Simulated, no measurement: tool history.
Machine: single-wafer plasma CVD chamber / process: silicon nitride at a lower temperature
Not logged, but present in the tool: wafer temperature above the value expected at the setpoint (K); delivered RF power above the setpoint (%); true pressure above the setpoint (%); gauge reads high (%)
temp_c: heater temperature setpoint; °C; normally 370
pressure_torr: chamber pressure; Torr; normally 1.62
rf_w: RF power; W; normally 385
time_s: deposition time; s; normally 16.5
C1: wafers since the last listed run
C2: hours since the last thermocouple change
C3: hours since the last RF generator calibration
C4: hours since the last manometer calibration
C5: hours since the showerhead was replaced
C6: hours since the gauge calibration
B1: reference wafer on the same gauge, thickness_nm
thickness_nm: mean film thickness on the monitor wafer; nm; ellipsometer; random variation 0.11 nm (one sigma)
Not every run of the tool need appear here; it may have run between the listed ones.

{"run": 1, "day": 0.0, "temp_c": 370, "pressure_torr": 1.71, "rf_w": 385, "time_s": 16.5, "C1": 0, "C2": 2471.1, "C3": 1580.5, "C4": 1106.0, "C5": 2756.2, "C6": 500.4, "B1": 18.509, "thickness_nm": 21.526}
{"run": 2, "day": 0.962, "temp_c": 370, "pressure_torr": 1.62, "rf_w": 440, "time_s": 16.5, "C1": 636, "C2": 2494.2, "C3": 1603.6, "C4": 1129.1, "C5": 2779.3, "C6": 523.5, "B1": 18.484, "thickness_nm": 22.242}
{"run": 3, "day": 2.058, "temp_c": 370, "pressure_torr": 1.62, "rf_w": 385, "time_s": 16.5, "C1": 724, "C2": 2520.5, "C3": 1629.9, "C4": 1155.4, "C5": 2805.6, "C6": 549.8, "B1": 18.488, "thickness_nm": 20.932}
{"run": 4, "day": 5.162, "temp_c": 370, "pressure_torr": 1.77, "rf_w": 385, "time_s": 16.5, "C1": 2053, "C2": 2595.0, "C3": 1704.4, "C4": 1229.9, "C5": 2880.1, "C6": 624.3, "B1": 18.47, "thickness_nm": 21.897}
{"day": 5.925, "done": "thermocouple changed; heater temperature recalibrated"}
{"run": 5, "day": 5.946, "temp_c": 370, "pressure_torr": 1.77, "rf_w": 385, "time_s": 16.5, "C1": 297, "C2": 0.5, "C3": 1723.2, "C4": 1248.7, "C5": 2898.9, "C6": 643.1, "B1": 18.531, "thickness_nm": 21.829}
{"run": 6, "day": 7.029, "temp_c": 370, "pressure_torr": 1.77, "rf_w": 385, "time_s": 16.5, "C1": 716, "C2": 26.5, "C3": 1749.2, "C4": 1274.7, "C5": 2924.9, "C6": 669.1, "B1": 18.501, "thickness_nm": 21.869}
{"run": 7, "day": 7.554, "temp_c": 370, "pressure_torr": 1.62, "rf_w": 385, "time_s": 19.0, "C1": 347, "C2": 39.1, "C3": 1761.8, "C4": 1287.3, "C5": 2937.5, "C6": 681.7, "B1": 18.513, "thickness_nm": 24.278}
{"day": 9.712, "done": "showerhead replaced"}
{"run": 8, "day": 10.2, "temp_c": 370, "pressure_torr": 1.62, "rf_w": 385, "time_s": 16.5, "C1": 1529, "C2": 102.6, "C3": 1825.3, "C4": 1350.8, "C5": 11.7, "C6": 745.2, "B1": 18.483, "thickness_nm": 21.267}
{"run": 9, "day": 11.271, "temp_c": 360, "pressure_torr": 1.98, "rf_w": 435, "time_s": 18.5, "C1": 708, "C2": 128.3, "C3": 1851.0, "C4": 1376.5, "C5": 37.4, "C6": 770.9, "B1": 18.524, "thickness_nm": 26.787}
{"run": 10, "day": 12.738, "temp_c": 374, "pressure_torr": 1.62, "rf_w": 455, "time_s": 19.6, "C1": 970, "C2": 163.5, "C3": 1886.2, "C4": 1411.7, "C5": 72.6, "C6": 806.1, "B1": 18.495, "thickness_nm": 26.492}
{"day": 13.433, "done": "capacitance manometer re-zeroed and calibrated"}
{"run": 11, "day": 14.008, "temp_c": 358, "pressure_torr": 1.34, "rf_w": 385, "time_s": 14.9, "C1": 620, "C2": 194.0, "C3": 1916.7, "C4": 13.8, "C5": 103.1, "C6": 836.6, "B1": 18.481, "thickness_nm": 17.661}
{"day": 15.25, "done": "RF generator calibrated"}
{"run": 12, "day": 15.304, "temp_c": 360, "pressure_torr": 1.62, "rf_w": 385, "time_s": 16.5, "C1": 636, "C2": 225.1, "C3": 1.3, "C4": 44.9, "C5": 134.2, "C6": 867.7, "B1": 18.473, "thickness_nm": 21.106}
{"run": 13, "day": 15.833, "temp_c": 357, "pressure_torr": 1.8, "rf_w": 345, "time_s": 16.5, "C1": 350, "C2": 237.8, "C3": 14.0, "C4": 57.6, "C5": 146.9, "C6": 880.4, "B1": 18.459, "thickness_nm": 21.494}
{"day": 16.358, "done": "gauge calibrated"}
{"run": 14, "day": 17.212, "temp_c": 375, "pressure_torr": 1.98, "rf_w": 460, "time_s": 13.4, "C1": 912, "C2": 270.9, "C3": 47.1, "C4": 90.7, "C5": 180.0, "C6": 20.5, "B1": 18.499, "thickness_nm": 19.856}
{"run": 15, "day": 18.179, "temp_c": 363, "pressure_torr": 1.62, "rf_w": 420, "time_s": 18.3, "C1": 639, "C2": 294.1, "C3": 70.3, "C4": 113.9, "C5": 203.2, "C6": 43.7, "B1": 18.487, "thickness_nm": 24.231}
{"run": 16, "day": 19.654, "temp_c": 370, "pressure_torr": 1.62, "rf_w": 385, "time_s": 16.5, "C1": 975, "C2": 329.5, "C3": 105.7, "C4": 149.3, "C5": 238.6, "C6": 79.1, "B1": 18.537, "thickness_nm": 21.056}
{"run": 17, "day": 20.258, "temp_c": 370, "pressure_torr": 1.62, "rf_w": 385, "time_s": 16.5, "C1": 399, "C2": 344.0, "C3": 120.2, "C4": 163.8, "C5": 253.1, "C6": 93.6, "B1": 18.488, "thickness_nm": 21.059}
{"run": 18, "day": 22.954, "temp_c": 370, "pressure_torr": 1.62, "rf_w": 385, "time_s": 16.5, "C1": 1783, "C2": 408.7, "C3": 184.9, "C4": 228.5, "C5": 317.8, "C6": 158.3, "B1": 18.48, "thickness_nm": 20.923}
{"run": 19, "day": 23.592, "temp_c": 370, "pressure_torr": 1.62, "rf_w": 385, "time_s": 16.5, "C1": 421, "C2": 424.0, "C3": 200.2, "C4": 243.8, "C5": 333.1, "C6": 173.6, "B1": 18.517, "thickness_nm": 20.97}
{"run": 20, "day": 24.646, "temp_c": 384, "pressure_torr": 1.5, "rf_w": 310, "time_s": 19.0, "C1": 697, "C2": 449.3, "C3": 225.5, "C4": 269.1, "C5": 358.4, "C6": 198.9, "B1": 18.51, "thickness_nm": 21.75}
{"run": 21, "day": 25.767, "temp_c": 370, "pressure_torr": 1.62, "rf_w": 450, "time_s": 14.7, "C1": 741, "C2": 476.2, "C3": 252.4, "C4": 296.0, "C5": 385.3, "C6": 225.8, "B1": 18.524, "thickness_nm": 19.851}
{"run": 22, "day": 26.467, "temp_c": 363, "pressure_torr": 1.62, "rf_w": 420, "time_s": 18.3, "C1": 463, "C2": 493.0, "C3": 269.2, "C4": 312.8, "C5": 402.1, "C6": 242.6, "B1": 18.52, "thickness_nm": 24.294}
{"run": 23, "day": 27.896, "temp_c": 361, "pressure_torr": 1.41, "rf_w": 455, "time_s": 15.1, "C1": 945, "C2": 527.3, "C3": 303.5, "C4": 347.1, "C5": 436.4, "C6": 276.9, "B1": 18.492, "thickness_nm": 19.276}
{"run": 24, "day": 29.125, "temp_c": 370, "pressure_torr": 1.79, "rf_w": 415, "time_s": 19.3, "C1": 813, "C2": 556.8, "C3": 333.0, "C4": 376.6, "C5": 465.9, "C6": 306.4, "B1": 18.495, "thickness_nm": 26.593}
{"run": 25, "day": 29.762, "temp_c": 370, "pressure_torr": 1.62, "rf_w": 385, "time_s": 16.5, "C1": 421, "C2": 572.1, "C3": 348.3, "C4": 391.9, "C5": 481.2, "C6": 321.7, "B1": 18.492, "thickness_nm": 20.914}
{"run": 26, "day": 30.3, "temp_c": 376, "pressure_torr": 1.85, "rf_w": 450, "time_s": 15.3, "C1": 355, "C2": 585.0, "C3": 361.2, "C4": 404.8, "C5": 494.1, "C6": 334.6, "B1": 18.502, "thickness_nm": 21.723}
{"run": 27, "day": 31.592, "temp_c": 370, "pressure_torr": 1.85, "rf_w": 385, "time_s": 19.3, "C1": 854, "C2": 616.0, "C3": 392.2, "C4": 435.8, "C5": 525.1, "C6": 365.6, "B1": 18.488, "thickness_nm": 25.981}
{"run": 28, "day": 32.633, "temp_c": 377, "pressure_torr": 1.62, "rf_w": 385, "time_s": 16.5, "C1": 689, "C2": 641.0, "C3": 417.2, "C4": 460.8, "C5": 550.1, "C6": 390.6, "B1": 18.492, "thickness_nm": 20.978}

5 options for the next run, each taken on its own from the tool as it stands now. Forecast them:
{"run": "A", "day": 32.65, "temp_c": 370, "pressure_torr": 1.62, "rf_w": 385, "time_s": 16.5, "C1": 11, "C2": 641.4, "C3": 417.6, "C4": 461.2, "C5": 550.5, "C6": 391.0, "B1": "?", "thickness_nm": "?"}
{"run": "B", "day": 32.65, "temp_c": 376, "pressure_torr": 1.62, "rf_w": 405, "time_s": 19.6, "C1": 11, "C2": 641.4, "C3": 417.6, "C4": 461.2, "C5": 550.5, "C6": 391.0, "B1": "?", "thickness_nm": "?"}
{"run": "C", "day": 32.65, "temp_c": 378, "pressure_torr": 1.62, "rf_w": 385, "time_s": 16.5, "C1": 11, "C2": 641.4, "C3": 417.6, "C4": 461.2, "C5": 550.5, "C6": 391.0, "B1": "?", "thickness_nm": "?"}
{"run": "D", "day": 32.65, "temp_c": 370, "pressure_torr": 1.79, "rf_w": 310, "time_s": 16.5, "C1": 11, "C2": 641.4, "C3": 417.6, "C4": 461.2, "C5": 550.5, "C6": 391.0, "B1": "?", "thickness_nm": "?"}
{"run": "E", "day": 32.65, "temp_c": 381, "pressure_torr": 1.78, "rf_w": 425, "time_s": 14.7, "C1": 11, "C2": 641.4, "C3": 417.6, "C4": 461.2, "C5": 550.5, "C6": 391.0, "B1": "?", "thickness_nm": "?"}

run=A B1=18.481 thickness_nm=20.976
run=B B1=18.481 thickness_nm=25.324
run=C B1=18.481 thickness_nm=20.916
run=D B1=18.481 thickness_nm=20.171
run=E B1=18.481 thickness_nm=20.047
Without the tool's unlogged condition, the same runs would have read:
run=A thickness_nm=20.976
run=B thickness_nm=25.324
run=C thickness_nm=20.916
run=D thickness_nm=20.171
run=E thickness_nm=20.047
